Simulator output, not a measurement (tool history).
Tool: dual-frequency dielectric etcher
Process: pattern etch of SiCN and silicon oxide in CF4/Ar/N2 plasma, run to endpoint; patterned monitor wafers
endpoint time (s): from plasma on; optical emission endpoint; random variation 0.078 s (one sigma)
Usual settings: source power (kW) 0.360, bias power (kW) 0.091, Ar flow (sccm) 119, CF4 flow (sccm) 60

run   hour  source power (kW)  bias power (kW)  Ar flow (sccm)  CF4 flow (sccm)  incoming incoming film thickness, nm  endpoint time (s)
  1    0.0              0.360            0.085             119               56                                 14.74               21.4
  2   13.9              0.360            0.085             119               56                                 14.73               21.4
  3   38.4              0.360            0.085             119               56                                 14.91               21.4
  4   67.7              0.360            0.091             119               60                                 14.62               20.5
  5   99.3              0.360            0.091             119               60                                 14.59               20.4
     108.8  -- bias power generator calibrated
  6  114.0              0.360            0.091             140               49                                 14.56               21.2
     128.7  -- source power generator calibrated
  7  136.0              0.360            0.091             140               49                                 14.65               20.9
  8  162.8              0.360            0.073             119               60                                 14.69               21.6
  9  188.6              0.420            0.070             119               60                                 14.55               18.9
 10  214.8              0.400            0.091             104               70                                 14.62               17.5
 11  229.1              0.360            0.076             119               60                                 14.69               21.2
     256.1  -- wet clean of the chamber
 12  256.8              0.360            0.100             106               60                                 14.60               19.2
     279.8  -- source power generator calibrated, repeated, since the last time left the tool worse
 13  284.7              0.360            0.081              90               53                                 14.81               22.1
 14  311.2              0.320            0.070             119               60                                 14.49               25.5
 15  347.0              0.360            0.091             119               60                                 14.72               21.3
     358.8  -- CF4 flow controller replaced
     376.0  -- Ar flow controller replaced
 16  376.5              0.290            0.091             135               60                                 14.68               26.2
 17  389.2              0.440            0.083             119               64                                 14.86               18.2
     424.9  -- upper electrode replaced
 18  425.4              0.360            0.074             110               60                                 14.77               22.6
 19  433.1              0.360            0.091             128               64                                 14.78               21.2
 20  508.7              0.360            0.091             119               60                                 14.85               21.2
 21  527.1              0.440            0.102             129               47                                 14.66               17.7
 22  541.1              0.440            0.106             139               75                                 14.55               16.3
 23  592.7              0.290            0.091             147               73                                 14.80               25.9

5 ways to go on from here, each from the tool as it stands after run 23. What would each give?
  A  593.1              0.360            0.091             119               60                                 14.70                  ?
  B  593.1              0.270            0.104             143               74                                 14.70                  ?
  C  593.1              0.440            0.081             145               69                                 14.70                  ?
  D  593.1              0.330            0.068             119               69                                 14.70                  ?
  E  593.1              0.340            0.091             100               60                                 14.70                  ?

run  endpoint time (s)
  A               21.1
  B               26.0
  C               18.1
  D               24.7
  E               21.9
Without the tool's hidden state the same runs would have given:
run  endpoint time (s)
  A               21.3
  B               26.3
  C               18.3
  D               24.9
  E               22.1

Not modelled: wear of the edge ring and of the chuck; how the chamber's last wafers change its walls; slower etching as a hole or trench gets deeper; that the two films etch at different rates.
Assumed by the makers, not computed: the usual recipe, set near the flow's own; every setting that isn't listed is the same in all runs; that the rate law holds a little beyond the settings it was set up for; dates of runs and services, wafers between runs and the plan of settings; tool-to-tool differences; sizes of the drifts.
